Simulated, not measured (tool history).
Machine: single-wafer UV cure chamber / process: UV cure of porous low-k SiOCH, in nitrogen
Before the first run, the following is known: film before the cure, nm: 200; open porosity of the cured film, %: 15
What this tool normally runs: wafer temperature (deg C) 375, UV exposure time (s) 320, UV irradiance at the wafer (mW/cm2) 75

run	hour	wafer temperature (deg C)	UV exposure time (s)	UV irradiance at the wafer (mW/cm2)	loss of film thickness in the cure (%)
1	0.0	375	320	75	10.075
2	85.7	375	320	75	10.147
3	163.5	375	320	75	10.093
4	266.3	375	465	75	11.896
5	361.0	375	465	75	11.624
6	452.7	371	320	75	10.068
7	535.6	371	320	75	10.264
8	592.5	375	320	104	11.568
9	664.8	375	320	75	10.140
10	760.9	375	320	75	10.127
11	866.6	375	320	75	10.201
12	935.8	375	320	75	10.380
13	1030.6	371	430	75	11.108
14	1137.2	371	430	75	11.546
15	1200.7	371	430	75	11.004
16	1262.1	375	320	75	10.176
17	1324.0	375	320	75	10.147
18	1366.4	375	320	75	10.360
19	1408.9	375	320	75	10.270
20	1487.4	375	320	75	10.069
21	1565.8	375	320	75	10.138
22	1614.7	375	450	56	10.400
23	1698.7	380	200	41	6.352
24	1986.3	391	160	75	7.763
25	2028.7	387	130	52	5.647
26	2088.7	375	320	75	10.130
27	2160.6	364	430	75	11.626
28	2403.5	375	425	40	8.757
29	2479.4	388	465	75	11.917
30	2575.0	382	320	55	9.184
31	2650.3	357	265	49	7.661
32	2720.2	375	320	75	10.491
33	2809.2	395	260	111	11.593
34	2914.6	395	260	111	11.035
35	2995.3	375	230	75	8.987
36	3047.5	375	320	75	10.047
37	3096.2	375	220	101	9.828
38	3200.1	375	320	75	10.225
39	3303.5	375	320	47	8.330
40	3396.6	394	320	100	11.827
41	3489.0	375	320	75	10.143
42	3551.3	389	320	75	10.234
43	3620.1	375	320	75	10.424

Removed from this log: 5 entries logged between the listed runs. Between which two listed runs does each belong, and how does the tool's hidden state at the listed run before it compare with that at the listed run after it?
Logged between run 10 and run 11: quartz window cleaned (hour 866.1)
  no difference in the tool's unlogged condition between these two runs
Logged between run 19 and run 20: UV bulbs replaced (hour 1437.9)
  no difference in the tool's unlogged condition between these two runs
Logged between run 23 and run 24: quartz window cleaned (hour 1729.0)
  no difference in the tool's unlogged condition between these two runs
Logged between run 29 and run 30: quartz window cleaned (hour 2543.3)
  no difference in the tool's unlogged condition between these two runs
Logged between run 39 and run 40: quartz window cleaned (hour 3374.4)
  no difference in the tool's unlogged condition between these two runs
